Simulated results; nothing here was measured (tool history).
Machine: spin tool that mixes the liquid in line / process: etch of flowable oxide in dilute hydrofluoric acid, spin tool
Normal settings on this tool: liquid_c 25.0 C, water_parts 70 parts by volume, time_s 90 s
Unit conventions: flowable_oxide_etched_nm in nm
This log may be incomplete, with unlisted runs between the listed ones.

run,day,liquid_c,water_parts,time_s,wafers since the last listed run,hours since the thermometer was replaced,hours since the hydrofluoric acid flow meter was replaced,hours since the gauge calibration,"read-back film thickness of the flowable oxide reference wafer, read on the same gauge (nm)",flowable_oxide_etched_nm
1,0.000,25.0,70,135,0,1105.3,1890.3,16.9,90.01,47.34
2,0.367,25.0,50,70,66,1114.1,1899.1,25.7,90.00,35.78
3,0.829,25.0,50,70,83,1125.2,1910.2,36.8,90.01,35.47
4,1.421,25.0,50,70,107,1139.4,1924.4,51.0,90.00,36.09
5,1.917,21.5,70,50,89,1151.3,1936.3,62.9,90.03,15.45
# day 2.321: hydrofluoric acid flow meter replaced
6,2.417,21.5,70,50,82,1163.3,2.3,74.9,90.00,15.36
# day 2.467: thermometer replaced
7,2.817,25.0,70,115,64,8.4,11.9,84.5,89.99,41.08
8,3.404,26.5,90,115,106,22.5,26.0,98.6,89.99,32.32
# day 3.567: gauge calibrated
9,3.812,25.0,55,115,73,32.3,35.8,5.9,90.03,52.35
10,4.462,29.5,70,90,117,47.9,51.4,21.5,90.00,38.14
11,4.896,30.0,70,135,78,58.3,61.8,31.9,90.00,58.62
12,6.346,25.0,70,90,262,93.1,96.6,66.7,90.00,32.33
13,6.717,21.0,70,135,67,102.0,105.5,75.6,89.99,40.68
14,7.092,25.0,70,90,67,111.0,114.5,84.6,90.03,31.64
15,7.396,21.5,45,90,55,118.3,121.8,91.9,89.99,45.23

Consider 5 possible next runs. They are alternatives, not a sequence: every one starts from the tool as it was left by run 15. What does each give?
A,7.412,25.0,70,90,3,118.7,122.2,92.3,?,?
B,7.412,21.0,40,90,3,118.7,122.2,92.3,?,?
C,7.412,25.0,70,55,3,118.7,122.2,92.3,?,?
D,7.412,29.5,55,115,3,118.7,122.2,92.3,?,?
E,7.412,25.0,40,90,3,118.7,122.2,92.3,?,?

run,"read-back film thickness of the flowable oxide reference wafer, read on the same gauge (nm)",flowable_oxide_etched_nm
A,90.01,31.86
B,90.01,49.11
C,90.01,19.47
D,90.01,63.26
E,90.01,58.05
Take away the tool's hidden state, keep each run's random variation, and the runs would have read:
run,flowable_oxide_etched_nm
A,31.86
B,49.11
C,19.47
D,63.26
E,58.05

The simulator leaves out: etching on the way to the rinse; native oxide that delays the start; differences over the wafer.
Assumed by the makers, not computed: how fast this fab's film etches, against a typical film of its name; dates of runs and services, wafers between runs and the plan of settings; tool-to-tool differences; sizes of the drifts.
